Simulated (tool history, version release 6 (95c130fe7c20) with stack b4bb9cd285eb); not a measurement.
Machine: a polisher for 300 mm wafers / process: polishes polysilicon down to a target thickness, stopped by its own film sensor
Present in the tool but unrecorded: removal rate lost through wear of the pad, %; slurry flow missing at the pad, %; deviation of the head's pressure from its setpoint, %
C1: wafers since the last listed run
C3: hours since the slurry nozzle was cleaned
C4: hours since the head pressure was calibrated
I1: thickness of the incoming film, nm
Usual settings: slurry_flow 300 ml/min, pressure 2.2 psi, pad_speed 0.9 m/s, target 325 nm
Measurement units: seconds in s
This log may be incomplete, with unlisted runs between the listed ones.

run 1 day=0 | slurry_flow=300 pressure=1.6 pad_speed=0.9 target=325 | C1=0 wafers_polished_on_this_pad=1265 C3=158.9 C4=1312.2 | I1=719 | seconds=83.1
run 2 day=0.454 | slurry_flow=365 pressure=2.4 pad_speed=0.9 target=325 | C1=179 wafers_polished_on_this_pad=1445 C3=169.8 C4=1323.1 | I1=706.8 | seconds=56.1
-- day=1.004 worn pad replaced by a new one
run 3 day=1.075 | slurry_flow=365 pressure=2.4 pad_speed=0.9 target=325 | C1=179 wafers_polished_on_this_pad=27 C3=184.7 C4=1338 | I1=703.9 | seconds=55.3
run 4 day=2.967 | slurry_flow=365 pressure=2.4 pad_speed=0.9 target=325 | C1=746 wafers_polished_on_this_pad=774 C3=230.1 C4=1383.4 | I1=705.5 | seconds=57.1
-- day=3.546 slurry nozzle cleaned
run 5 day=3.704 | slurry_flow=300 pressure=2.2 pad_speed=0.98 target=325 | C1=274 wafers_polished_on_this_pad=1049 C3=3.8 C4=1401.1 | I1=696.5 | seconds=54.5
-- day=4.408 head pressure recalibrated
run 6 day=4.429 | slurry_flow=300 pressure=2.2 pad_speed=0.98 target=325 | C1=253 wafers_polished_on_this_pad=1302 C3=21.2 C4=0.5 | I1=711.2 | seconds=50.2
run 7 day=4.95 | slurry_flow=300 pressure=2.2 pad_speed=0.98 target=325 | C1=205 wafers_polished_on_this_pad=1507 C3=33.7 C4=13 | I1=713.9 | seconds=51.3
run 8 day=5.371 | slurry_flow=300 pressure=2.2 pad_speed=0.9 target=325 | C1=166 wafers_polished_on_this_pad=1674 C3=43.8 C4=23.1 | I1=725 | seconds=57.2
-- day=6.038 worn pad replaced by a new one
run 9 day=6.458 | slurry_flow=300 pressure=2.2 pad_speed=0.9 target=325 | C1=363 wafers_polished_on_this_pad=165 C3=69.9 C4=49.2 | I1=708.7 | seconds=55.2
run 10 day=6.762 | slurry_flow=300 pressure=2.2 pad_speed=0.9 target=325 | C1=120 wafers_polished_on_this_pad=285 C3=77.2 C4=56.5 | I1=698.5 | seconds=54.1
run 11 day=7.288 | slurry_flow=300 pressure=2.2 pad_speed=0.9 target=325 | C1=207 wafers_polished_on_this_pad=492 C3=89.8 C4=69.1 | I1=706.6 | seconds=54.8
run 12 day=7.812 | slurry_flow=300 pressure=2.2 pad_speed=0.9 target=325 | C1=207 wafers_polished_on_this_pad=700 C3=102.4 C4=81.7 | I1=700.3 | seconds=53.7
run 13 day=8.225 | slurry_flow=300 pressure=2.2 pad_speed=0.9 target=325 | C1=162 wafers_polished_on_this_pad=863 C3=112.3 C4=91.6 | I1=693.9 | seconds=54
run 14 day=8.496 | slurry_flow=300 pressure=2.2 pad_speed=0.9 target=325 | C1=106 wafers_polished_on_this_pad=969 C3=118.8 C4=98.1 | I1=711.5 | seconds=55.7
run 15 day=8.917 | slurry_flow=300 pressure=2.2 pad_speed=1.12 target=325 | C1=166 wafers_polished_on_this_pad=1136 C3=128.9 C4=108.2 | I1=710.4 | seconds=45.2
run 16 day=9.654 | slurry_flow=405 pressure=1.7 pad_speed=0.68 target=325 | C1=291 wafers_polished_on_this_pad=1427 C3=146.6 C4=125.9 | I1=702.9 | seconds=88.9
-- day=10.092 worn pad replaced by a new one
run 17 day=10.342 | slurry_flow=230 pressure=2.2 pad_speed=0.9 target=325 | C1=205 wafers_polished_on_this_pad=98 C3=163.1 C4=142.4 | I1=712.4 | seconds=59
run 18 day=10.6 | slurry_flow=365 pressure=2.4 pad_speed=0.9 target=325 | C1=101 wafers_polished_on_this_pad=200 C3=169.3 C4=148.6 | I1=723.9 | seconds=53.2
run 19 day=11.342 | slurry_flow=300 pressure=2.2 pad_speed=0.9 target=325 | C1=292 wafers_polished_on_this_pad=492 C3=187.1 C4=166.4 | I1=702.5 | seconds=56.1
run 20 day=11.625 | slurry_flow=365 pressure=2.4 pad_speed=0.9 target=325 | C1=111 wafers_polished_on_this_pad=604 C3=193.9 C4=173.2 | I1=699.5 | seconds=50.3
run 21 day=12 | slurry_flow=395 pressure=2.2 pad_speed=1.18 target=399 | C1=148 wafers_polished_on_this_pad=752 C3=202.9 C4=182.2 | I1=694.6 | seconds=32.9
run 22 day=12.317 | slurry_flow=340 pressure=2.2 pad_speed=1.08 target=325 | C1=124 wafers_polished_on_this_pad=877 C3=210.5 C4=189.8 | I1=711.6 | seconds=47.8
run 23 day=12.838 | slurry_flow=300 pressure=1.9 pad_speed=0.9 target=325 | C1=205 wafers_polished_on_this_pad=1083 C3=223 C4=202.3 | I1=708.4 | seconds=66.9
run 24 day=13.579 | slurry_flow=210 pressure=2.2 pad_speed=0.9 target=325 | C1=292 wafers_polished_on_this_pad=1376 C3=240.8 C4=220.1 | I1=708.5 | seconds=63.5
run 25 day=13.938 | slurry_flow=300 pressure=2.2 pad_speed=0.64 target=404 | C1=141 wafers_polished_on_this_pad=1517 C3=249.4 C4=228.7 | I1=703.5 | seconds=65.6
-- day=14.2 worn pad replaced by a new one
run 26 day=14.242 | slurry_flow=300 pressure=2.2 pad_speed=0.78 target=244 | C1=54 wafers_polished_on_this_pad=15 C3=256.7 C4=236 | I1=698.9 | seconds=83.5
-- day=14.596 slurry nozzle cleaned
run 27 day=14.892 | slurry_flow=300 pressure=2.2 pad_speed=0.9 target=325 | C1=240 wafers_polished_on_this_pad=256 C3=7.1 C4=251.6 | I1=703.3 | seconds=54.6
run 28 day=15.592 | slurry_flow=300 pressure=2.2 pad_speed=0.74 target=325 | C1=276 wafers_polished_on_this_pad=532 C3=23.9 C4=268.4 | I1=701.8 | seconds=66
run 29 day=15.979 | slurry_flow=300 pressure=2.2 pad_speed=0.9 target=216 | C1=152 wafers_polished_on_this_pad=685 C3=33.2 C4=277.7 | I1=718.1 | seconds=73.3
run 30 day=16.279 | slurry_flow=300 pressure=2.2 pad_speed=0.9 target=325 | C1=118 wafers_polished_on_this_pad=803 C3=40.4 C4=284.9 | I1=711.9 | seconds=56.6
run 31 day=16.942 | slurry_flow=350 pressure=2.6 pad_speed=0.72 target=229 | C1=261 wafers_polished_on_this_pad=1065 C3=56.3 C4=300.8 | I1=699 | seconds=71.4
run 32 day=17.308 | slurry_flow=300 pressure=2.2 pad_speed=0.9 target=325 | C1=144 wafers_polished_on_this_pad=1209 C3=65.1 C4=309.6 | I1=700.2 | seconds=54.2
run 33 day=17.608 | slurry_flow=355 pressure=2.2 pad_speed=0.9 target=372 | C1=118 wafers_polished_on_this_pad=1328 C3=72.3 C4=316.8 | I1=720.1 | seconds=49.6
-- day=18.112 worn pad replaced by a new one
run 34 day=18.288 | slurry_flow=300 pressure=2.2 pad_speed=0.9 target=325 | C1=202 wafers_polished_on_this_pad=69 C3=88.6 C4=333.1 | I1=721 | seconds=58.4
run 35 day=18.633 | slurry_flow=300 pressure=2.9 pad_speed=1.14 target=325 | C1=136 wafers_polished_on_this_pad=205 C3=96.9 C4=341.4 | I1=716.6 | seconds=34.8
run 36 day=18.908 | slurry_flow=400 pressure=2.2 pad_speed=0.9 target=325 | C1=108 wafers_polished_on_this_pad=314 C3=103.5 C4=348 | I1=710.6 | seconds=55.3
run 37 day=19.412 | slurry_flow=300 pressure=2.2 pad_speed=0.62 target=325 | C1=199 wafers_polished_on_this_pad=513 C3=115.6 C4=360.1 | I1=709.6 | seconds=82.7

What the log doesn't show, run by run:
removal rate lost through wear of the pad, %: 0, the same for each run
H1: slurry flow missing at the pad, %
H2: deviation of the head's pressure from its setpoint, %
run=1 H1=15.3 H2=-11.3
run=2 H1=17.4 H2=-11.4
run=3 H1=20.5 H2=-11.5
run=4 H1=31.5 H2=-11.9
run=5 H1=5.4 H2=-12
run=6 H1=5.66 H2=-0.792
run=7 H1=6.06 H2=-0.896
run=8 H1=6.51 H2=-0.98
run=9 H1=8.25 H2=-1.2
run=10 H1=8.88 H2=-1.26
run=11 H1=10.1 H2=-1.36
run=12 H1=11.5 H2=-1.47
run=13 H1=12.8 H2=-1.55
run=14 H1=13.6 H2=-1.6
run=15 H1=15.1 H2=-1.69
run=16 H1=18 H2=-1.83
run=17 H1=20.9 H2=-1.97
run=18 H1=22.1 H2=-2.02
run=19 H1=25.8 H2=-2.17
run=20 H1=27.4 H2=-2.23
run=21 H1=29.4 H2=-2.3
run=22 H1=31.3 H2=-2.37
run=23 H1=34.4 H2=-2.47
run=24 H1=39.3 H2=-2.62
run=25 H1=41.7 H2=-2.69
run=26 H1=43.9 H2=-2.75
run=27 H1=1.47 H2=-2.88
run=28 H1=1.78 H2=-3.02
run=29 H1=2.09 H2=-3.1
run=30 H1=2.4 H2=-3.16
run=31 H1=3.29 H2=-3.29
run=32 H1=3.92 H2=-3.36
run=33 H1=4.49 H2=-3.42
run=34 H1=6.03 H2=-3.56
run=35 H1=6.93 H2=-3.62
run=36 H1=7.7 H2=-3.68
run=37 H1=9.25 H2=-3.78
